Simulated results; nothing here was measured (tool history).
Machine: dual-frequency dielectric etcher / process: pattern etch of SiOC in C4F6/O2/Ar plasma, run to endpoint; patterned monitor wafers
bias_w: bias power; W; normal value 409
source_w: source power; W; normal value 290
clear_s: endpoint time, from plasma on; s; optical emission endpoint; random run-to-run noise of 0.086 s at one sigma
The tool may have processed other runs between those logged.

run    hour  bias_w  source_w  incoming incoming film thickness, nm  clear_s
  1       0     409       290                                 41.83     18.1
  2    69.3     409       290                                 41.92     18.3
      144.6  -- wet clean of the chamber
  3   174.7     409       290                                 41.76     17.7
  4     212     409       290                                 41.16     17.5
  5   273.4     409       290                                 41.61     17.7
  6   360.2     409       290                                 41.61     17.8
  7   440.8     348       320                                  41.4     18.7
  8     520     348       320                                  40.8     18.6
  9     608     409       290                                 41.42     18.1
 10   683.4     409       290                                 41.67     18.1
 11   732.3     409       290                                 41.56     18.2
      758.5  -- wet clean of the chamber
        913  -- source power generator calibrated
 12   942.2     409       290                                 41.76     18.9
 13  1018.1     409       290                                 41.64     18.9
 14  1055.4     409       250                                 41.49     19.5
 15  1122.9     409       290                                  41.1     18.5
     1219.3  -- wet clean of the chamber, repeated, since the last time left the tool worse
 16  1219.8     409       290                                 41.35     17.3
 17  1272.1     409       290                                  40.9     17.4
 18  1367.6     377       290                                 40.84       18
 19  1411.1     507       260                                 41.37     16.3
 20  1500.3     348       320                                 41.13     18.6
 21  1540.8     409       320                                  41.2     17.1
     1548.6  -- bias power generator calibrated
     1607.1  -- upper electrode replaced
 22  1630.1     409       290                                 41.34     17.8
 23  1678.7     355       320                                 41.79     18.8
 24  1726.9     483       310                                 41.27     16.2
     1781.2  -- wet clean of the chamber
 25  1781.7     332       320                                 41.09     18.9
 26  1852.1     445       310                                 41.38     16.6
 27  1949.1     348       320                                 41.57     18.7
 28  2026.4     326       330                                 41.08       19
 29  2248.5     409       340                                 41.39     17.2
 30  2320.6     507       320                                 41.43     15.9

Run 31, settings as shown, results not yet in. Your forecast:
     2345.7  -- wet clean of the chamber
 31  2358.2     468       360                                  41.5        ?

clear_s: 15.6 s
Had the tool carried no hidden state, the very same run would have given clear_s 15.5 s.
